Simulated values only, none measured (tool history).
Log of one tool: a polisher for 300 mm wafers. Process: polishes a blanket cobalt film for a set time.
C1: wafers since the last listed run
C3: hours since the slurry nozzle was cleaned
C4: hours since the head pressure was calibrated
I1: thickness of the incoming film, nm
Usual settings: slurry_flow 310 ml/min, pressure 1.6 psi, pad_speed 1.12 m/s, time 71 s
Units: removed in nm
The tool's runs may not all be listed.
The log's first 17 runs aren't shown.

Run 18, hour 1295.0: usual settings but pad_speed 1.02 m/s; C1 840; wafers polished on this pad 4611; C3 607.4; C4 537.6; I1 1401.5. Result: removed 293.6 nm.
At hour 1369.4: slurry nozzle cleaned.
Run 19, hour 1527.1: usual settings but pressure 2.0 psi, pad_speed 1.00 m/s, time 90 s; C1 2638; wafers polished on this pad 7250; C3 157.7; C4 769.7; I1 1374.0. Result: removed 439.8 nm.
Run 20, hour 1616.0: usual settings but slurry_flow 405 ml/min, pressure 2.0 psi, pad_speed 1.30 m/s, time 57 s; C1 1014; wafers polished on this pad 8265; C3 246.6; C4 858.6; I1 1389.7. Result: removed 362.3 nm.
At hour 1621.9: worn pad replaced by a new one.
Run 21, hour 1689.4: usual settings but pressure 1.3 psi; C1 792; wafers polished on this pad 770; C3 320.0; C4 932.0; I1 1413.7. Result: removed 279.2 nm.
Run 22, hour 1791.7: usual settings but slurry_flow 255 ml/min, pressure 1.1 psi, time 60 s; C1 1167; wafers polished on this pad 1938; C3 422.3; C4 1034.3; I1 1384.6. Result: removed 199.1 nm.
At hour 2060.6: slurry nozzle cleaned.
Run 23, hour 2108.2: usual settings; C1 3602; wafers polished on this pad 5540; C3 47.6; C4 1350.8; I1 1390.7. Result: removed 319.0 nm.
Run 24, hour 2171.1: usual settings but pressure 1.9 psi; C1 718; wafers polished on this pad 6259; C3 110.5; C4 1413.7; I1 1384.0. Result: removed 356.8 nm.
At hour 2266.5: head pressure recalibrated.
Run 25, hour 2271.2: usual settings; C1 1120; wafers polished on this pad 7379; C3 210.6; C4 4.7; I1 1403.5. Result: removed 334.7 nm.
At hour 2290.4: worn pad replaced by a new one.
Run 26, hour 2378.6: usual settings but slurry_flow 365 ml/min, pressure 1.0 psi, pad_speed 0.88 m/s, time 58 s; C1 1180; wafers polished on this pad 1006; C3 318.0; C4 112.1; I1 1408.7. Result: removed 162.2 nm.
Run 27, hour 2635.0: usual settings but slurry_flow 235 ml/min, pressure 1.1 psi; C1 2927; wafers polished on this pad 3934; C3 574.4; C4 368.5; I1 1390.5. Result: removed 239.1 nm.
At hour 2687.4: slurry nozzle cleaned.
Run 28, hour 2695.7: usual settings but slurry_flow 280 ml/min, pressure 2.2 psi, pad_speed 0.80 m/s, time 88 s; C1 681; wafers polished on this pad 4615; C3 8.3; C4 429.2; I1 1376.0. Result: removed 379.3 nm.
Run 29, hour 2761.1: usual settings but slurry_flow 415 ml/min, pressure 1.9 psi, pad_speed 1.24 m/s, time 63 s; C1 746; wafers polished on this pad 5362; C3 73.7; C4 494.6; I1 1378.2. Result: removed 378.4 nm.
At hour 2837.0: worn pad replaced by a new one.
Run 30, hour 2838.3: usual settings but pressure 1.8 psi; C1 835; wafers polished on this pad 15; C3 150.9; C4 571.8; I1 1410.2. Result: removed 357.5 nm.
Run 31, hour 2925.0: usual settings but slurry_flow 350 ml/min, pad_speed 1.42 m/s; C1 989; wafers polished on this pad 1005; C3 237.6; C4 658.5; I1 1385.4. Result: removed 413.5 nm.
Run 32, hour 2964.1: usual settings but slurry_flow 415 ml/min; C1 446; wafers polished on this pad 1451; C3 276.7; C4 697.6; I1 1395.8. Result: removed 332.4 nm.
Run 33, hour 3043.4: usual settings but slurry_flow 395 ml/min, pressure 1.8 psi, pad_speed 1.48 m/s; C1 905; wafers polished on this pad 2357; C3 356.0; C4 776.9; I1 1398.1. Result: removed 472.2 nm.
Run 34, hour 3091.7: usual settings; C1 551; wafers polished on this pad 2908; C3 404.3; C4 825.2; I1 1409.1. Result: removed 312.9 nm.
Run 35, hour 3156.7: usual settings but pressure 1.8 psi, pad_speed 1.36 m/s, time 48 s; C1 742; wafers polished on this pad 3650; C3 469.3; C4 890.2; I1 1384.6. Result: removed 271.2 nm.
Run 36, hour 3210.2: usual settings; C1 610; wafers polished on this pad 4261; C3 522.8; C4 943.7; I1 1416.8. Result: removed 316.4 nm.

5 ways to go on from here, each from the tool as it stands after run 36. What would each give?
Run A, hour 3210.7: usual settings; C1 5; wafers polished on this pad 4267; C3 523.3; C4 944.2; I1 1395.3. Result: removed ?.
Run B, hour 3210.7: usual settings but slurry_flow 245 ml/min, pad_speed 1.32 m/s, time 82 s; C1 5; wafers polished on this pad 4267; C3 523.3; C4 944.2; I1 1395.3. Result: removed ?.
Run C, hour 3210.7: usual settings but pressure 1.0 psi, pad_speed 0.90 m/s, time 81 s; C1 5; wafers polished on this pad 4267; C3 523.3; C4 944.2; I1 1395.3. Result: removed ?.
Run D, hour 3210.7: usual settings but pressure 1.3 psi, pad_speed 0.86 m/s; C1 5; wafers polished on this pad 4267; C3 523.3; C4 944.2; I1 1395.3. Result: removed ?.
Run E, hour 3210.7: usual settings but pad_speed 0.76 m/s; C1 5; wafers polished on this pad 4267; C3 523.3; C4 944.2; I1 1395.3. Result: removed ?.

run  removed
  A    311.1
  B    405.0
  C    211.5
  D    208.0
  E    211.1
Without the tool's hidden state the same runs would have given:
run  removed
  A    353.7
  B    470.1
  C    240.4
  D    236.5
  E    240.0
